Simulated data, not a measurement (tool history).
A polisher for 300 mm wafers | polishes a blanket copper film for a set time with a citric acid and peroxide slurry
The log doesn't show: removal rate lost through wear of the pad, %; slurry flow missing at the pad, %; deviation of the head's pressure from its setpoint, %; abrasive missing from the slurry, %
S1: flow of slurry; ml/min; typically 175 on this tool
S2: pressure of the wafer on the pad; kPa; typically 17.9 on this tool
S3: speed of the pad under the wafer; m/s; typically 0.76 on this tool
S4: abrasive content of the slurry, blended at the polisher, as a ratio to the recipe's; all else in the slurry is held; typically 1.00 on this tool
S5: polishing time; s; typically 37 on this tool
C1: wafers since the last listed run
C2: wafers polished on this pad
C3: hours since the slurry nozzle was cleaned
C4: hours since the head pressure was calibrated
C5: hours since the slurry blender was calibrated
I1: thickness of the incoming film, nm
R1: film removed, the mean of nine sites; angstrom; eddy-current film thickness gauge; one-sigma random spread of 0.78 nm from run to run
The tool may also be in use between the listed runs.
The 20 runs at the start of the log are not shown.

run     day   S1    S2    S3    S4  S5   C1    C2     C3     C4     C5      I1   R1
     22.525  -- slurry blender recalibrated
 21  22.938  175  22.1  0.76  0.90  37  163   935   55.2  152.3    9.9  1190.5  668
 22  23.508  175  13.1  0.76  1.00  37  147  1083   68.9  166.0   23.6  1165.3  488
 23  24.354  175  14.5  0.54  1.00  37  218  1301   89.2  186.3   43.9  1158.4  371
 24  25.475  175  20.0  0.56  1.00  37  289  1591  116.1  213.2   70.8  1162.4  483
 25  26.058  175  17.9  0.76  1.00  37  150  1741  130.1  227.2   84.8  1167.7  593
 26  27.371  220  20.0  0.76  1.00  37  339  2080  161.6  258.7  116.3  1167.4  648
     28.421  -- worn pad replaced by a new one
 27  28.762  175  17.9  0.76  1.00  37  316    88  195.0  292.1  149.7  1184.0  588
 28  29.492  190  17.9  0.76  1.00  37  188   276  212.5  309.6  167.2  1159.5  610
 29  30.238  115  24.1  0.76  1.00  37  192   469  230.4  327.5  185.1  1149.2  711
 30  31.612  175  17.9  0.96  1.00  37  355   824  263.4  360.5  218.1  1177.8  745

Predict each of these 4 candidate next runs independently; none follows another, all start after run 30:
  A  31.629  175  17.9  0.76  1.00  37   4  828  263.8  360.9  218.5  1149.4   ?
  B  31.629  175  17.9  0.88  1.30  37   4  828  263.8  360.9  218.5  1149.4   ?
  C  31.629  120  17.9  0.76  1.00  47   4  828  263.8  360.9  218.5  1149.4   ?
  D  31.629  210  22.1  0.76  1.00  31   4  828  263.8  360.9  218.5  1149.4   ?

run   R1
  A  596
  B  730
  C  724
  D  587
Without the tool's hidden state the same runs would have given:
run   R1
  A  596
  B  730
  C  724
  D  587
